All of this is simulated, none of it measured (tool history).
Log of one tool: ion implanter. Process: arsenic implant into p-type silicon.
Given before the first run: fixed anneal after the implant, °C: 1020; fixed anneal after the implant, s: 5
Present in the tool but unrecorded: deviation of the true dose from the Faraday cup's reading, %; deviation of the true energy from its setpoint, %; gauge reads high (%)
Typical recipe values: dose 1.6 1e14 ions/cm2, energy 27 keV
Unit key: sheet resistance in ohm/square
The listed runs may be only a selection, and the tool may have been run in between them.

run,day,dose,energy,wafers since the last listed run,hours since the last dose calibration,hours since the extraction supply was calibrated,hours since the gauge calibration,"read-back reference wafer on the same gauge, sheet resistance",sheet resistance
1,0,1.6,27,0,586.3,4651.7,935.2,444.93,470.34
2,2.371,1.6,34.5,592,643.2,4708.6,992.1,444.02,453.91
3,6.179,1.6,34.5,952,734.6,4800,1083.5,444.23,454.29
4,9.783,1.6,34.5,901,821.1,4886.5,1170,443.62,450.89
5,13.929,1.6,27,1036,920.6,4986,1269.5,443.94,468.98
6,16.142,1.6,27,553,973.7,5039.1,1322.6,443.83,471.15
7,20.358,1.6,27,1054,1074.9,5140.3,1423.8,443.9,469.99
8,22.704,1.6,27,586,1131.2,5196.6,1480.1,442.95,468.22
# day 24.921: Faraday cup replaced and dose calibrated
9,25.233,1.6,27,549,7.5,5257.3,1540.8,443.57,473.61
10,27.575,1.6,27,585,63.7,5313.5,1597,443.57,468.53
11,29.775,1.6,27,550,116.5,5366.3,1649.8,443.5,470.34
12,32.246,1.6,27,617,175.8,5425.6,1709.1,442.88,468.59
13,36.592,1.6,27,1086,280.1,5529.9,1813.4,442.56,471.42
# day 37.033: extraction supply calibrated
14,38.462,1.6,27,384,325,34.3,1858.3,442.73,470.8
15,40.738,1.97,24,568,379.6,88.9,1912.9,442.56,412.89
16,43.438,1.6,27,675,444.4,153.7,1977.7,442.61,469.26
17,47.083,1.6,33.5,911,531.9,241.2,2065.2,442.59,451.09
18,50.992,1.33,27,977,625.7,335,2159,441.23,537.22
19,52.792,1.79,20.5,450,668.9,378.2,2202.2,441.75,452.27
20,60.421,1.33,27,1907,852,561.3,2385.3,442.1,537.12
21,62.421,1.6,20,500,900,609.3,2433.3,441.5,491.68
22,64.371,1.6,34.5,487,946.8,656.1,2480.1,441.37,451.34
# day 65.158: gauge calibrated
23,68.192,2.05,20,955,1038.5,747.8,72.8,446.99,417.19
24,69.75,1.6,27,389,1075.9,785.2,110.2,446.85,475.62
25,72.971,1.6,27,805,1153.2,862.5,187.5,446.17,471.58
26,77.254,1.21,34,1071,1256,965.3,290.3,446.09,554.94
27,79.058,1.6,27,451,1299.3,1008.6,333.6,445.84,474.84
# day 79.788: Faraday cup replaced and dose calibrated
28,81.7,1.13,27,577,45.9,1072,397,446.19,603.49
29,85.733,1.96,36,1008,142.7,1168.8,493.8,445.94,391.08
30,87.662,1.31,36,482,189,1215.1,540.1,446.23,518.92
31,89.246,1.45,19.5,395,227,1253.1,578.1,445.75,533.12
32,91.904,1.6,27,664,290.8,1316.9,641.9,444.91,473.5
33,94.129,1.6,27,556,344.2,1370.3,695.3,445.23,473.7
34,101.033,1.85,27,1726,509.9,1536,861,445.08,424.57

3 ways to go on from here, each from the tool as it stands after run 34. What would each give?
A,101.05,1.6,27,4,510.3,1536.4,861.4,?,?
B,101.05,1.42,22,4,510.3,1536.4,861.4,?,?
C,101.05,1.38,27,4,510.3,1536.4,861.4,?,?

run,"read-back reference wafer on the same gauge, sheet resistance",sheet resistance
A,445.04,472.07
B,445.04,531.63
C,445.04,524.48
Take away the tool's hidden state, keep each run's random variation, and the runs would have read:
run,sheet resistance
A,474.24
B,534.07
C,526.89

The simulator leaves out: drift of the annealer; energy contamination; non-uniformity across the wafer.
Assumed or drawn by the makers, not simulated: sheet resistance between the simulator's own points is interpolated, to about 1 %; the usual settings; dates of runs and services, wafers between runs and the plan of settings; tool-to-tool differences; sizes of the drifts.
